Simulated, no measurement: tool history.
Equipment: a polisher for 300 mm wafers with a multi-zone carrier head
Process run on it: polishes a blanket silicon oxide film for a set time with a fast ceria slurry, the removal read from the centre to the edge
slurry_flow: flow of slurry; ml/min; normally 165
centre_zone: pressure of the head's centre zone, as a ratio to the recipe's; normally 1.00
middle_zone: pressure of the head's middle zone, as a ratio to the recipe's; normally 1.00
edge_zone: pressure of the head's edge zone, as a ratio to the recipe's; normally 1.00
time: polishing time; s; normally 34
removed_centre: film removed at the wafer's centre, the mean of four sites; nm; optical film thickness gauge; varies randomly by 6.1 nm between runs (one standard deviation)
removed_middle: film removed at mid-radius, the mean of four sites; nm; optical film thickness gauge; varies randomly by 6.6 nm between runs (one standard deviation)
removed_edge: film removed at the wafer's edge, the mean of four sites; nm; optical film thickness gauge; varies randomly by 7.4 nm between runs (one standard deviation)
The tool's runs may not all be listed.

| run | day | slurry_flow | centre_zone | middle_zone | edge_zone | time | wafers since the last listed run | wafers polished on this pad | hours since the slurry nozzle was cleaned | hours since the centre zone pressure was calibrated | hours since the edge zone pressure was calibrated | hours since the carrier head's membrane was replaced | incoming thickness of the incoming film, nm | removed_centre | removed_middle | removed_edge |
|---|---|---|---|---|---|---|---|---|---|---|---|---|---|---|---|---|
| 1 | 0.000 | 165 | 1.00 | 1.00 | 1.00 | 34 | 0 | 607 | 268.0 | 1066.7 | 542.1 | 911.8 | 1995.3 | 543.1 | 532.7 | 559.6 |
|  | 0.804 | slurry nozzle cleaned |
|  | 1.212 | edge zone pressure recalibrated |
|  | 1.558 | carrier head's membrane replaced by a new one |
| 2 | 1.779 | 165 | 1.00 | 1.00 | 1.00 | 34 | 413 | 1020 | 23.4 | 1109.4 | 13.6 | 5.3 | 2036.3 | 549.1 | 546.6 | 559.1 |
| 3 | 3.550 | 165 | 1.00 | 1.00 | 1.00 | 34 | 505 | 1526 | 65.9 | 1151.9 | 56.1 | 47.8 | 2051.7 | 528.9 | 545.9 | 548.1 |
| 4 | 5.321 | 165 | 1.00 | 1.00 | 1.00 | 34 | 505 | 2032 | 108.4 | 1194.4 | 98.6 | 90.3 | 2010.9 | 528.0 | 523.2 | 544.9 |
| 5 | 6.588 | 165 | 1.00 | 1.00 | 1.00 | 34 | 361 | 2394 | 138.8 | 1224.8 | 129.0 | 120.7 | 2057.6 | 515.0 | 530.7 | 557.3 |
| 6 | 8.692 | 165 | 1.00 | 1.00 | 1.00 | 34 | 601 | 2995 | 189.3 | 1275.3 | 179.5 | 171.2 | 2025.4 | 515.1 | 531.0 | 533.2 |
| 7 | 10.075 | 165 | 1.00 | 1.06 | 0.91 | 34 | 395 | 3390 | 222.5 | 1308.5 | 212.7 | 204.4 | 2033.7 | 509.1 | 537.9 | 529.0 |
| 8 | 12.038 | 200 | 1.00 | 1.08 | 1.00 | 34 | 560 | 3951 | 269.6 | 1355.6 | 259.8 | 251.5 | 2032.1 | 535.8 | 544.5 | 548.9 |
|  | 13.150 | worn pad replaced by a new one |
|  | 15.304 | centre zone pressure recalibrated |
|  | 16.412 | slurry nozzle cleaned |
| 9 | 20.412 | 165 | 1.00 | 1.00 | 1.11 | 34 | 2309 | 2039 | 96.0 | 122.6 | 460.8 | 452.5 | 1992.3 | 523.2 | 545.7 | 571.9 |
| 10 | 22.950 | 165 | 1.00 | 1.00 | 1.00 | 34 | 724 | 2764 | 156.9 | 183.5 | 521.7 | 513.4 | 2013.9 | 521.2 | 534.8 | 540.0 |
| 11 | 24.900 | 165 | 0.90 | 1.05 | 1.00 | 39 | 557 | 3321 | 203.7 | 230.3 | 568.5 | 560.2 | 2054.6 | 551.5 | 615.5 | 620.9 |
|  | 25.946 | worn pad replaced by a new one |
| 12 | 25.967 | 165 | 1.00 | 1.00 | 1.00 | 34 | 257 | 5 | 229.3 | 255.9 | 594.1 | 585.8 | 2037.5 | 555.2 | 564.6 | 588.8 |
| 13 | 27.292 | 165 | 0.91 | 1.00 | 1.10 | 25 | 378 | 384 | 261.1 | 287.7 | 625.9 | 617.6 | 2045.0 | 368.8 | 403.6 | 430.8 |
|  | 27.721 | edge zone pressure recalibrated |
| 14 | 29.079 | 165 | 1.00 | 1.00 | 1.00 | 34 | 486 | 871 | 304.0 | 330.6 | 32.6 | 660.5 | 2031.7 | 532.4 | 532.6 | 553.4 |
| 15 | 30.300 | 165 | 1.00 | 1.00 | 1.00 | 34 | 348 | 1219 | 333.3 | 359.9 | 61.9 | 689.8 | 2056.0 | 517.4 | 538.6 | 564.7 |
|  | 30.700 | slurry nozzle cleaned |
| 16 | 32.088 | 165 | 0.97 | 0.91 | 1.00 | 34 | 498 | 1718 | 33.3 | 402.8 | 104.8 | 732.7 | 2038.2 | 515.8 | 518.3 | 554.6 |
| 17 | 34.208 | 150 | 1.00 | 1.00 | 1.03 | 34 | 605 | 2324 | 84.2 | 453.7 | 155.7 | 783.6 | 2048.5 | 518.7 | 532.9 | 547.0 |
| 18 | 35.696 | 180 | 1.00 | 1.00 | 1.00 | 44 | 424 | 2749 | 119.9 | 489.4 | 191.4 | 819.3 | 2056.7 | 699.8 | 712.8 | 710.9 |
| 19 | 37.242 | 205 | 1.00 | 1.00 | 0.90 | 34 | 441 | 3191 | 157.0 | 526.5 | 228.5 | 856.4 | 1988.5 | 543.2 | 539.1 | 535.4 |
|  | 38.675 | worn pad replaced by a new one |
| 20 | 38.967 | 110 | 1.00 | 1.00 | 0.90 | 45 | 445 | 83 | 198.4 | 567.9 | 269.9 | 897.8 | 2011.3 | 649.5 | 665.9 | 673.2 |
|  | 39.842 | carrier head's membrane replaced by a new one |
| 21 | 41.683 | 165 | 0.93 | 1.09 | 1.00 | 29 | 716 | 799 | 263.6 | 633.1 | 335.1 | 44.2 | 2005.3 | 434.4 | 476.6 | 481.0 |
|  | 45.492 | slurry nozzle cleaned |
| 22 | 45.754 | 225 | 0.92 | 1.00 | 0.93 | 34 | 1151 | 1951 | 6.3 | 730.8 | 432.8 | 141.9 | 2049.2 | 525.4 | 570.0 | 560.7 |
| 23 | 48.446 | 165 | 1.00 | 1.00 | 1.00 | 34 | 768 | 2720 | 70.9 | 795.4 | 497.4 | 206.5 | 2033.9 | 531.0 | 529.8 | 544.1 |

A few steps of removed_centre between consecutive runs. Split each: what settings, incoming material and random variation would produce without the hidden state, and what is left over for the hidden state, along with gauge scatter present in only one of the two compared results (measured, and without hidden state):
The hidden state here: removal rate lost through wear of the pad, %; slurry flow missing at the pad, %; deviation of the centre zone's pressure from its setpoint, %; deviation of the edge zone's pressure from its setpoint, %.
Run 11 -> 12: centre_zone 0.90 -> 1.00, middle_zone 1.05 -> 1.00, time 39 -> 34, worn pad replaced by a new one. removed_centre +3.7 nm: hidden state +35.4, all else -31.7.
Run 12 -> 13: centre_zone 1.00 -> 0.91, edge_zone 1.00 -> 1.10, time 34 -> 25. removed_centre -186.4 nm: hidden state +1.9, all else -188.3.
Run 13 -> 14: centre_zone 0.91 -> 1.00, edge_zone 1.10 -> 1.00, time 25 -> 34, edge zone pressure recalibrated. removed_centre +163.6 nm: hidden state -21.1, all else +184.7.
Run 20 -> 21: slurry_flow 110 -> 165, centre_zone 1.00 -> 0.93, middle_zone 1.00 -> 1.09, edge_zone 0.90 -> 1.00, time 45 -> 29, carrier head's membrane replaced by a new one. removed_centre -215.1 nm: hidden state +12.6, all else -227.7.

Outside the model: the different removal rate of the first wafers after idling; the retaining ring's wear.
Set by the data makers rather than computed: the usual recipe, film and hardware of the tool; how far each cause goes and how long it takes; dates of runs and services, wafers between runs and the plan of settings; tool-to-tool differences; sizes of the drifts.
